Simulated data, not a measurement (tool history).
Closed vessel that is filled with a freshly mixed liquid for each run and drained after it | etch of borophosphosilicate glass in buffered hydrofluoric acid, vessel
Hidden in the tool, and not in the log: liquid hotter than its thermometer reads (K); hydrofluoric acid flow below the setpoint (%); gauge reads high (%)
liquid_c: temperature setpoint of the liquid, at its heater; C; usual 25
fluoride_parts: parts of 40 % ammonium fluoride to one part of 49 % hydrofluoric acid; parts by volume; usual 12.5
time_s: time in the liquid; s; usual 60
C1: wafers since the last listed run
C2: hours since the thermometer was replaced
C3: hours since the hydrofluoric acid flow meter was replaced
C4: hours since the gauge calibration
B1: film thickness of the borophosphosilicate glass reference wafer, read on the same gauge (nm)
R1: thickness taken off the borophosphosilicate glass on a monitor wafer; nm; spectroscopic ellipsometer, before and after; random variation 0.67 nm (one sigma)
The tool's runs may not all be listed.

{"run": 1, "day": 0.0, "liquid_c": 25, "fluoride_parts": 12.5, "time_s": 60, "C1": 0, "C2": 1513.1, "C3": 1887.2, "C4": 264.1, "B1": 140, "R1": 119.4}
{"run": 2, "day": 1.371, "liquid_c": 25, "fluoride_parts": 12.5, "time_s": 60, "C1": 4927, "C2": 1546, "C3": 1920.1, "C4": 297, "B1": 139.99, "R1": 120.99}
{"run": 3, "day": 2.879, "liquid_c": 25, "fluoride_parts": 12.5, "time_s": 60, "C1": 5421, "C2": 1582.2, "C3": 1956.3, "C4": 333.2, "B1": 140, "R1": 119.57}
{"run": 4, "day": 5.592, "liquid_c": 25, "fluoride_parts": 12.5, "time_s": 70, "C1": 9749, "C2": 1647.3, "C3": 2021.4, "C4": 398.3, "B1": 139.96, "R1": 139.55}
{"run": 5, "day": 6.871, "liquid_c": 25, "fluoride_parts": 12.5, "time_s": 60, "C1": 4597, "C2": 1678, "C3": 2052.1, "C4": 429, "B1": 140.04, "R1": 119.65}
{"run": 6, "day": 8.038, "liquid_c": 25, "fluoride_parts": 12.5, "time_s": 60, "C1": 4193, "C2": 1706, "C3": 2080.1, "C4": 457, "B1": 139.98, "R1": 120.14}
{"run": 7, "day": 14.588, "liquid_c": 25, "fluoride_parts": 12.5, "time_s": 60, "C1": 23543, "C2": 1863.2, "C3": 2237.3, "C4": 614.2, "B1": 140.04, "R1": 119.82}
{"day": 14.825, "done": "hydrofluoric acid flow meter replaced"}
{"run": 8, "day": 17.138, "liquid_c": 25, "fluoride_parts": 9, "time_s": 60, "C1": 9015, "C2": 1924.4, "C3": 55.5, "C4": 675.4, "B1": 140.01, "R1": 160.19}
{"run": 9, "day": 20.079, "liquid_c": 25, "fluoride_parts": 9, "time_s": 60, "C1": 10573, "C2": 1995, "C3": 126.1, "C4": 746, "B1": 140.02, "R1": 161.73}
{"run": 10, "day": 21.112, "liquid_c": 28.5, "fluoride_parts": 12.5, "time_s": 60, "C1": 3714, "C2": 2019.8, "C3": 150.9, "C4": 770.8, "B1": 140.02, "R1": 145.5}
{"run": 11, "day": 23.454, "liquid_c": 25, "fluoride_parts": 12.5, "time_s": 60, "C1": 8416, "C2": 2076, "C3": 207.1, "C4": 827, "B1": 139.96, "R1": 122.17}
{"run": 12, "day": 26.417, "liquid_c": 25, "fluoride_parts": 7.5, "time_s": 95, "C1": 10648, "C2": 2147.1, "C3": 278.2, "C4": 898.1, "B1": 139.97, "R1": 312.06}
{"day": 28.475, "done": "gauge calibrated"}
{"day": 31.925, "done": "thermometer replaced"}
{"run": 13, "day": 32.538, "liquid_c": 22.5, "fluoride_parts": 14, "time_s": 30, "C1": 21850, "C2": 14.7, "C3": 425.1, "C4": 97.5, "B1": 140, "R1": 45.03}
{"run": 14, "day": 34.4, "liquid_c": 25, "fluoride_parts": 12.5, "time_s": 85, "C1": 6694, "C2": 59.4, "C3": 469.8, "C4": 142.2, "B1": 140.02, "R1": 160.91}
{"run": 15, "day": 36.158, "liquid_c": 25, "fluoride_parts": 15.5, "time_s": 35, "C1": 6320, "C2": 101.6, "C3": 512, "C4": 184.4, "B1": 140.03, "R1": 54.68}
{"run": 16, "day": 37.346, "liquid_c": 23, "fluoride_parts": 12.5, "time_s": 35, "C1": 4268, "C2": 130.1, "C3": 540.5, "C4": 212.9, "B1": 139.97, "R1": 59.86}
{"run": 17, "day": 39.104, "liquid_c": 25, "fluoride_parts": 12.5, "time_s": 60, "C1": 6320, "C2": 172.3, "C3": 582.7, "C4": 255.1, "B1": 140.01, "R1": 114.07}
{"run": 18, "day": 41.112, "liquid_c": 25, "fluoride_parts": 12.5, "time_s": 60, "C1": 7218, "C2": 220.5, "C3": 630.9, "C4": 303.3, "B1": 140.01, "R1": 114.37}

Forecast each of these 4 alternatives for the next run:
{"run": "A", "day": 41.142, "liquid_c": 25, "fluoride_parts": 12.5, "time_s": 60, "C1": 104, "C2": 221.2, "C3": 631.6, "C4": 304, "B1": "?", "R1": "?"}
{"run": "B", "day": 41.142, "liquid_c": 29, "fluoride_parts": 16.5, "time_s": 85, "C1": 104, "C2": 221.2, "C3": 631.6, "C4": 304, "B1": "?", "R1": "?"}
{"run": "C", "day": 41.142, "liquid_c": 23, "fluoride_parts": 12.5, "time_s": 45, "C1": 104, "C2": 221.2, "C3": 631.6, "C4": 304, "B1": "?", "R1": "?"}
{"run": "D", "day": 41.142, "liquid_c": 25, "fluoride_parts": 16, "time_s": 60, "C1": 104, "C2": 221.2, "C3": 631.6, "C4": 304, "B1": "?", "R1": "?"}

run=A B1=140 R1=115.91
run=B B1=140 R1=154.44
run=C B1=140 R1=78.04
run=D B1=140 R1=90.88
Without the tool's hidden state the same runs would have given:
run=A R1=114.86
run=B R1=153.07
run=C R1=77.33
run=D R1=90.05
